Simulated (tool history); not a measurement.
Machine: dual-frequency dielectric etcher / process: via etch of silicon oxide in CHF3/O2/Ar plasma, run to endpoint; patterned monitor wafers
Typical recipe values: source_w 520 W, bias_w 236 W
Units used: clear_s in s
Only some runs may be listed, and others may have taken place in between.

| run | hour | source_w | bias_w | wafers since the last listed run | hours since the last wet clean | hours since the last source power generator calibration | hours since the last bias power generator calibration | hours since the last upper electrode change | incoming incoming film thickness, nm | clear_s |
|---|---|---|---|---|---|---|---|---|---|---|
| 1 | 0.0 | 590 | 236 | 0 | 380.9 | 21.0 | 3040.3 | 892.5 | 395.2 | 193.3 |
| 2 | 81.6 | 590 | 236 | 396 | 462.5 | 102.6 | 3121.9 | 974.1 | 393.9 | 192.0 |
|  | 143.9 | wet clean of the chamber |
| 3 | 154.1 | 520 | 196 | 235 | 10.2 | 175.1 | 3194.4 | 1046.6 | 387.4 | 223.0 |
| 4 | 259.1 | 520 | 236 | 509 | 115.2 | 280.1 | 3299.4 | 1151.6 | 395.7 | 205.6 |
| 5 | 358.6 | 520 | 236 | 483 | 214.7 | 379.6 | 3398.9 | 1251.1 | 396.0 | 205.0 |
| 6 | 399.5 | 520 | 236 | 198 | 255.6 | 420.5 | 3439.8 | 1292.0 | 393.7 | 202.9 |
| 7 | 461.2 | 520 | 236 | 299 | 317.3 | 482.2 | 3501.5 | 1353.7 | 398.5 | 203.5 |
|  | 492.3 | bias power generator calibrated |
| 8 | 564.3 | 520 | 236 | 481 | 420.4 | 585.3 | 72.0 | 1456.8 | 392.0 | 204.8 |
| 9 | 623.8 | 520 | 236 | 288 | 479.9 | 644.8 | 131.5 | 1516.3 | 393.5 | 201.5 |
| 10 | 723.2 | 520 | 236 | 482 | 579.3 | 744.2 | 230.9 | 1615.7 | 390.6 | 200.8 |
|  | 761.5 | wet clean of the chamber |
| 11 | 818.0 | 520 | 236 | 343 | 56.5 | 839.0 | 325.7 | 1710.5 | 392.2 | 203.6 |
| 12 | 910.9 | 560 | 193 | 451 | 149.4 | 931.9 | 418.6 | 1803.4 | 395.4 | 218.5 |
| 13 | 952.5 | 560 | 193 | 202 | 191.0 | 973.5 | 460.2 | 1845.0 | 398.6 | 221.7 |
| 14 | 1057.3 | 520 | 189 | 508 | 295.8 | 1078.3 | 565.0 | 1949.8 | 393.4 | 231.8 |
| 15 | 1125.1 | 640 | 278 | 329 | 363.6 | 1146.1 | 632.8 | 2017.6 | 399.0 | 167.5 |
| 16 | 1168.1 | 560 | 252 | 208 | 406.6 | 1189.1 | 675.8 | 2060.6 | 396.6 | 186.4 |
| 17 | 1268.8 | 430 | 236 | 489 | 507.3 | 1289.8 | 776.5 | 2161.3 | 389.8 | 221.1 |
|  | 1354.4 | upper electrode replaced |
| 18 | 1369.9 | 430 | 186 | 374 | 608.4 | 1390.9 | 877.6 | 15.5 | 392.6 | 258.3 |
|  | 1420.1 | wet clean of the chamber |
| 19 | 1420.6 | 520 | 294 | 129 | 0.5 | 1441.6 | 928.3 | 66.2 | 397.3 | 184.5 |
| 20 | 1488.9 | 600 | 194 | 331 | 68.8 | 1509.9 | 996.6 | 134.5 | 396.9 | 213.0 |
| 21 | 1565.6 | 520 | 236 | 372 | 145.5 | 1586.6 | 1073.3 | 211.2 | 395.2 | 203.0 |
| 22 | 1660.8 | 640 | 276 | 462 | 240.7 | 1681.8 | 1168.5 | 306.4 | 393.6 | 164.1 |
| 23 | 1738.0 | 420 | 280 | 374 | 317.9 | 1759.0 | 1245.7 | 383.6 | 396.1 | 208.1 |
| 24 | 1796.0 | 460 | 289 | 281 | 375.9 | 1817.0 | 1303.7 | 441.6 | 393.0 | 190.6 |
|  | 1879.6 | source power generator calibrated |
| 25 | 1882.6 | 650 | 236 | 401 | 462.5 | 3.0 | 1390.3 | 528.2 | 394.7 | 183.1 |
| 26 | 1962.9 | 520 | 236 | 390 | 542.8 | 83.3 | 1470.6 | 608.5 | 396.0 | 205.8 |
| 27 | 2039.2 | 520 | 275 | 370 | 619.1 | 159.6 | 1546.9 | 684.8 | 394.3 | 191.0 |
|  | 2092.3 | wet clean of the chamber |
| 28 | 2092.8 | 520 | 236 | 143 | 0.5 | 213.2 | 1600.5 | 738.4 | 397.9 | 205.9 |
| 29 | 2172.0 | 420 | 179 | 384 | 79.7 | 292.4 | 1679.7 | 817.6 | 396.4 | 273.6 |
| 30 | 2228.1 | 440 | 259 | 272 | 135.8 | 348.5 | 1735.8 | 873.7 | 399.4 | 214.8 |
| 31 | 2318.8 | 520 | 236 | 440 | 226.5 | 439.2 | 1826.5 | 964.4 | 396.5 | 206.2 |
| 32 | 2410.7 | 520 | 236 | 446 | 318.4 | 531.1 | 1918.4 | 1056.3 | 393.6 | 202.3 |
| 33 | 2477.5 | 520 | 236 | 324 | 385.2 | 597.9 | 1985.2 | 1123.1 | 392.2 | 201.3 |
| 34 | 2541.9 | 400 | 206 | 312 | 449.6 | 662.3 | 2049.6 | 1187.5 | 393.2 | 253.8 |

Below are 5 alternative next runs, each starting from the tool's condition after run 34. Predict each:
| A | 2542.4 | 520 | 291 | 2 | 450.1 | 662.8 | 2050.1 | 1188.0 | 393.6 | ? |
| B | 2542.4 | 520 | 282 | 2 | 450.1 | 662.8 | 2050.1 | 1188.0 | 393.6 | ? |
| C | 2542.4 | 650 | 284 | 2 | 450.1 | 662.8 | 2050.1 | 1188.0 | 393.6 | ? |
| D | 2542.4 | 520 | 284 | 2 | 450.1 | 662.8 | 2050.1 | 1188.0 | 393.6 | ? |
| E | 2542.4 | 410 | 281 | 2 | 450.1 | 662.8 | 2050.1 | 1188.0 | 393.6 | ? |

| run | clear_s |
|---|---|
| A | 183.0 |
| B | 186.0 |
| C | 165.8 |
| D | 185.3 |
| E | 212.2 |
Had the tool no hidden state, the same runs would have come out as:
| run | clear_s |
|---|---|
| A | 186.5 |
| B | 189.6 |
| C | 169.0 |
| D | 188.9 |
| E | 216.3 |

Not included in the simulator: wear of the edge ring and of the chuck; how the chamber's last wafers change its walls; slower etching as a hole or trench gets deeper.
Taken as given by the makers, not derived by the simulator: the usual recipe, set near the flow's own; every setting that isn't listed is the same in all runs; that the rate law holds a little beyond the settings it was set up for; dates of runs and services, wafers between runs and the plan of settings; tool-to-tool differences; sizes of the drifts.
